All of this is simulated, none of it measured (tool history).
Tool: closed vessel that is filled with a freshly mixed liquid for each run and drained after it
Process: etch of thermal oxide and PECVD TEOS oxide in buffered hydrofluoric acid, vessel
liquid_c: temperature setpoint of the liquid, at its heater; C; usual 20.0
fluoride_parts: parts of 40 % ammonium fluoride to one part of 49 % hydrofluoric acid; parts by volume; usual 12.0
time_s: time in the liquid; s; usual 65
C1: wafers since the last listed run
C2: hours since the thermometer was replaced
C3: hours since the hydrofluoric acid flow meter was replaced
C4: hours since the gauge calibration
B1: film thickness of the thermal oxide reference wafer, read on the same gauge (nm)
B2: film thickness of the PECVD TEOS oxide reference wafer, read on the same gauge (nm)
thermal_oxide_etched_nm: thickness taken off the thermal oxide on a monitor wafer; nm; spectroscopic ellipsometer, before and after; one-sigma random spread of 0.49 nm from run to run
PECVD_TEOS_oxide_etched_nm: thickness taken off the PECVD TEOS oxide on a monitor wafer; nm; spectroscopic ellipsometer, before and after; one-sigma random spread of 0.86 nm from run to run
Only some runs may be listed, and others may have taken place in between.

run 1 day=0.000 | liquid_c=20.0 fluoride_parts=12.0 time_s=65 | C1=0 C2=2190.9 C3=2062.5 C4=960.7 | B1=60.02 B2=150.01 | thermal_oxide_etched_nm=59.01 PECVD_TEOS_oxide_etched_nm=132.21
run 2 day=1.296 | liquid_c=20.0 fluoride_parts=12.0 time_s=65 | C1=4315 C2=2222.0 C3=2093.6 C4=991.8 | B1=59.93 B2=150.03 | thermal_oxide_etched_nm=57.44 PECVD_TEOS_oxide_etched_nm=131.69
run 3 day=2.750 | liquid_c=20.0 fluoride_parts=15.5 time_s=65 | C1=4842 C2=2256.9 C3=2128.5 C4=1026.7 | B1=59.93 B2=150.01 | thermal_oxide_etched_nm=45.62 PECVD_TEOS_oxide_etched_nm=101.76
run 4 day=4.196 | liquid_c=21.5 fluoride_parts=10.0 time_s=95 | C1=4814 C2=2291.6 C3=2163.2 C4=1061.4 | B1=60.02 B2=150.00 | thermal_oxide_etched_nm=107.93 PECVD_TEOS_oxide_etched_nm=240.76
run 5 day=5.138 | liquid_c=20.0 fluoride_parts=12.0 time_s=65 | C1=3135 C2=2314.2 C3=2185.8 C4=1084.0 | B1=60.00 B2=149.98 | thermal_oxide_etched_nm=58.13 PECVD_TEOS_oxide_etched_nm=131.32
run 6 day=5.692 | liquid_c=17.0 fluoride_parts=16.0 time_s=75 | C1=1845 C2=2327.5 C3=2199.1 C4=1097.3 | B1=60.05 B2=150.01 | thermal_oxide_etched_nm=43.25 PECVD_TEOS_oxide_etched_nm=96.23
-- day=6.862 gauge calibrated
run 7 day=10.171 | liquid_c=20.0 fluoride_parts=12.0 time_s=65 | C1=14915 C2=2435.0 C3=2306.6 C4=79.4 | B1=59.99 B2=149.99 | thermal_oxide_etched_nm=59.12 PECVD_TEOS_oxide_etched_nm=133.03
run 8 day=11.312 | liquid_c=25.0 fluoride_parts=12.0 time_s=65 | C1=3801 C2=2462.4 C3=2334.0 C4=106.8 | B1=59.98 B2=150.01 | thermal_oxide_etched_nm=77.37 PECVD_TEOS_oxide_etched_nm=172.18
run 9 day=12.371 | liquid_c=20.0 fluoride_parts=12.0 time_s=65 | C1=3524 C2=2487.8 C3=2359.4 C4=132.2 | B1=60.02 B2=150.01 | thermal_oxide_etched_nm=58.90 PECVD_TEOS_oxide_etched_nm=132.48
run 10 day=14.712 | liquid_c=20.0 fluoride_parts=12.0 time_s=65 | C1=7797 C2=2544.0 C3=2415.6 C4=188.4 | B1=60.01 B2=149.98 | thermal_oxide_etched_nm=58.75 PECVD_TEOS_oxide_etched_nm=133.36
run 11 day=15.588 | liquid_c=20.0 fluoride_parts=15.5 time_s=85 | C1=2913 C2=2565.0 C3=2436.6 C4=209.4 | B1=60.03 B2=150.00 | thermal_oxide_etched_nm=59.24 PECVD_TEOS_oxide_etched_nm=136.39
run 12 day=16.921 | liquid_c=20.0 fluoride_parts=14.5 time_s=65 | C1=4440 C2=2597.0 C3=2468.6 C4=241.4 | B1=60.00 B2=150.00 | thermal_oxide_etched_nm=49.51 PECVD_TEOS_oxide_etched_nm=111.69
run 13 day=17.817 | liquid_c=20.0 fluoride_parts=7.5 time_s=40 | C1=2983 C2=2618.5 C3=2490.1 C4=262.9 | B1=60.00 B2=150.01 | thermal_oxide_etched_nm=56.40 PECVD_TEOS_oxide_etched_nm=130.13
-- day=18.571 thermometer replaced
run 14 day=18.975 | liquid_c=20.0 fluoride_parts=12.0 time_s=65 | C1=3718 C2=9.7 C3=2517.9 C4=290.7 | B1=60.05 B2=149.99 | thermal_oxide_etched_nm=59.54 PECVD_TEOS_oxide_etched_nm=134.66
-- day=19.925 hydrofluoric acid flow meter replaced
run 15 day=23.233 | liquid_c=22.5 fluoride_parts=12.0 time_s=65 | C1=14041 C2=111.9 C3=79.4 C4=392.9 | B1=59.96 B2=149.96 | thermal_oxide_etched_nm=60.98 PECVD_TEOS_oxide_etched_nm=136.00
run 16 day=24.208 | liquid_c=24.5 fluoride_parts=12.0 time_s=35 | C1=3246 C2=135.3 C3=102.8 C4=416.3 | B1=60.02 B2=150.02 | thermal_oxide_etched_nm=36.93 PECVD_TEOS_oxide_etched_nm=82.40
run 17 day=25.133 | liquid_c=18.5 fluoride_parts=9.5 time_s=65 | C1=3080 C2=157.5 C3=125.0 C4=438.5 | B1=60.04 B2=150.01 | thermal_oxide_etched_nm=59.76 PECVD_TEOS_oxide_etched_nm=133.29
run 18 day=26.058 | liquid_c=20.0 fluoride_parts=10.0 time_s=65 | C1=3080 C2=179.7 C3=147.2 C4=460.7 | B1=59.98 B2=150.00 | thermal_oxide_etched_nm=63.29 PECVD_TEOS_oxide_etched_nm=141.70
run 19 day=26.625 | liquid_c=20.0 fluoride_parts=12.0 time_s=65 | C1=1887 C2=193.3 C3=160.8 C4=474.3 | B1=60.05 B2=150.00 | thermal_oxide_etched_nm=53.72 PECVD_TEOS_oxide_etched_nm=120.55
run 20 day=27.492 | liquid_c=20.0 fluoride_parts=12.0 time_s=65 | C1=2886 C2=214.1 C3=181.6 C4=495.1 | B1=60.02 B2=150.01 | thermal_oxide_etched_nm=53.29 PECVD_TEOS_oxide_etched_nm=118.67
run 21 day=28.938 | liquid_c=20.0 fluoride_parts=12.0 time_s=90 | C1=4814 C2=248.8 C3=216.3 C4=529.8 | B1=60.03 B2=149.98 | thermal_oxide_etched_nm=73.20 PECVD_TEOS_oxide_etched_nm=164.98
run 22 day=30.588 | liquid_c=20.0 fluoride_parts=12.0 time_s=65 | C1=5494 C2=288.4 C3=255.9 C4=569.4 | B1=60.01 B2=150.00 | thermal_oxide_etched_nm=53.47 PECVD_TEOS_oxide_etched_nm=119.70
run 23 day=31.788 | liquid_c=18.0 fluoride_parts=13.5 time_s=65 | C1=3996 C2=317.2 C3=284.7 C4=598.2 | B1=60.01 B2=150.01 | thermal_oxide_etched_nm=41.90 PECVD_TEOS_oxide_etched_nm=95.02
run 24 day=32.925 | liquid_c=20.0 fluoride_parts=12.0 time_s=65 | C1=3787 C2=344.5 C3=312.0 C4=625.5 | B1=59.99 B2=150.00 | thermal_oxide_etched_nm=52.39 PECVD_TEOS_oxide_etched_nm=120.04
run 25 day=34.262 | liquid_c=20.0 fluoride_parts=12.0 time_s=35 | C1=4453 C2=376.6 C3=344.1 C4=657.6 | B1=59.95 B2=150.02 | thermal_oxide_etched_nm=28.90 PECVD_TEOS_oxide_etched_nm=65.62

Same runs, no hidden state in the tool, same run-to-run variation:
Hidden conditions of the tool in this case: liquid hotter than its thermometer reads (K); hydrofluoric acid flow above the setpoint (%); gauge reads high (%).
run=1 thermal_oxide_etched_nm=52.91 PECVD_TEOS_oxide_etched_nm=118.55
run=2 thermal_oxide_etched_nm=51.43 PECVD_TEOS_oxide_etched_nm=117.91
run=3 thermal_oxide_etched_nm=40.75 PECVD_TEOS_oxide_etched_nm=90.90
run=4 thermal_oxide_etched_nm=99.79 PECVD_TEOS_oxide_etched_nm=222.62
run=5 thermal_oxide_etched_nm=51.83 PECVD_TEOS_oxide_etched_nm=117.09
run=6 thermal_oxide_etched_nm=38.50 PECVD_TEOS_oxide_etched_nm=85.67
run=7 thermal_oxide_etched_nm=52.42 PECVD_TEOS_oxide_etched_nm=117.96
run=8 thermal_oxide_etched_nm=68.52 PECVD_TEOS_oxide_etched_nm=152.50
run=9 thermal_oxide_etched_nm=52.10 PECVD_TEOS_oxide_etched_nm=117.18
run=10 thermal_oxide_etched_nm=51.83 PECVD_TEOS_oxide_etched_nm=117.67
run=11 thermal_oxide_etched_nm=52.18 PECVD_TEOS_oxide_etched_nm=120.12
run=12 thermal_oxide_etched_nm=43.56 PECVD_TEOS_oxide_etched_nm=98.25
run=13 thermal_oxide_etched_nm=49.58 PECVD_TEOS_oxide_etched_nm=114.39
run=14 thermal_oxide_etched_nm=52.29 PECVD_TEOS_oxide_etched_nm=118.26
run=15 thermal_oxide_etched_nm=60.32 PECVD_TEOS_oxide_etched_nm=134.53
run=16 thermal_oxide_etched_nm=36.49 PECVD_TEOS_oxide_etched_nm=81.41
run=17 thermal_oxide_etched_nm=59.26 PECVD_TEOS_oxide_etched_nm=132.16
run=18 thermal_oxide_etched_nm=62.71 PECVD_TEOS_oxide_etched_nm=140.40
run=19 thermal_oxide_etched_nm=52.92 PECVD_TEOS_oxide_etched_nm=118.75
run=20 thermal_oxide_etched_nm=52.44 PECVD_TEOS_oxide_etched_nm=116.78
run=21 thermal_oxide_etched_nm=71.90 PECVD_TEOS_oxide_etched_nm=162.06
run=22 thermal_oxide_etched_nm=52.42 PECVD_TEOS_oxide_etched_nm=117.35
run=23 thermal_oxide_etched_nm=41.02 PECVD_TEOS_oxide_etched_nm=93.01
run=24 thermal_oxide_etched_nm=51.22 PECVD_TEOS_oxide_etched_nm=117.35
run=25 thermal_oxide_etched_nm=28.21 PECVD_TEOS_oxide_etched_nm=64.04
